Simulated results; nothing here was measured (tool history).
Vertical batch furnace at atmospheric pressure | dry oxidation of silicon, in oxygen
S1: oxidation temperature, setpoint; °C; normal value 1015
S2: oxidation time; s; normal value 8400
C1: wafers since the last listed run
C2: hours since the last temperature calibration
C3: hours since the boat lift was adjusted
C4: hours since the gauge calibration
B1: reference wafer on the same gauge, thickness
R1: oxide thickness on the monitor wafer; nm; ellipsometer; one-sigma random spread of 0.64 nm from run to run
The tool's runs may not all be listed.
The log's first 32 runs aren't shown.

Run 33, hour 2598.5: usual settings; C1 390; C2 1319.1; C3 1942.2; C4 1049.6; B1 127.93. Result: R1 109.41 nm.
Run 34, hour 2672.7: usual settings but S1 1006 °C; C1 802; C2 1393.3; C3 2016.4; C4 1123.8; B1 127.87. Result: R1 100.7 nm.
Run 35, hour 2745.2: usual settings but S1 1036 °C, S2 6420 s; C1 784; C2 1465.8; C3 2088.9; C4 1196.3; B1 127.85. Result: R1 110.41 nm.
Run 36, hour 2834.2: usual settings but S1 992 °C, S2 6360 s; C1 962; C2 1554.8; C3 2177.9; C4 1285.3; B1 128.12. Result: R1 74.02 nm.
Run 37, hour 2936.4: usual settings; C1 1105; C2 1657; C3 2280.1; C4 1387.5; B1 127.82. Result: R1 110.59 nm.
Run 38, hour 2990.8: usual settings but S2 11850 s; C1 588; C2 1711.4; C3 2334.5; C4 1441.9; B1 127.86. Result: R1 138.72 nm.
Run 39, hour 3066.1: usual settings but S1 1036 °C, S2 4980 s; C1 814; C2 1786.7; C3 2409.8; C4 1517.2; B1 127.73. Result: R1 94 nm.
Run 40, hour 3135: usual settings but S1 1029 °C, S2 4350 s; C1 745; C2 1855.6; C3 2478.7; C4 1586.1; B1 127.97. Result: R1 80.79 nm.

Forecast each of these 3 alternatives for the next run:
Run A, hour 3141.2: usual settings; C1 67; C2 1861.8; C3 2484.9; C4 1592.3; B1 ?. Result: R1 ?.
Run B, hour 3141.2: usual settings but S1 1023 °C, S2 5820 s; C1 67; C2 1861.8; C3 2484.9; C4 1592.3; B1 ?. Result: R1 ?.
Run C, hour 3141.2: usual settings but S1 1001 °C, S2 12240 s; C1 67; C2 1861.8; C3 2484.9; C4 1592.3; B1 ?. Result: R1 ?.

run      B1      R1
  A  127.86  109.59
  B  127.86   92.08
  C  127.86   124.7
Stripped of hidden state, with their random variation kept, the same runs would have yielded:
run      R1
  A  109.08
  B   91.66
  C  124.11

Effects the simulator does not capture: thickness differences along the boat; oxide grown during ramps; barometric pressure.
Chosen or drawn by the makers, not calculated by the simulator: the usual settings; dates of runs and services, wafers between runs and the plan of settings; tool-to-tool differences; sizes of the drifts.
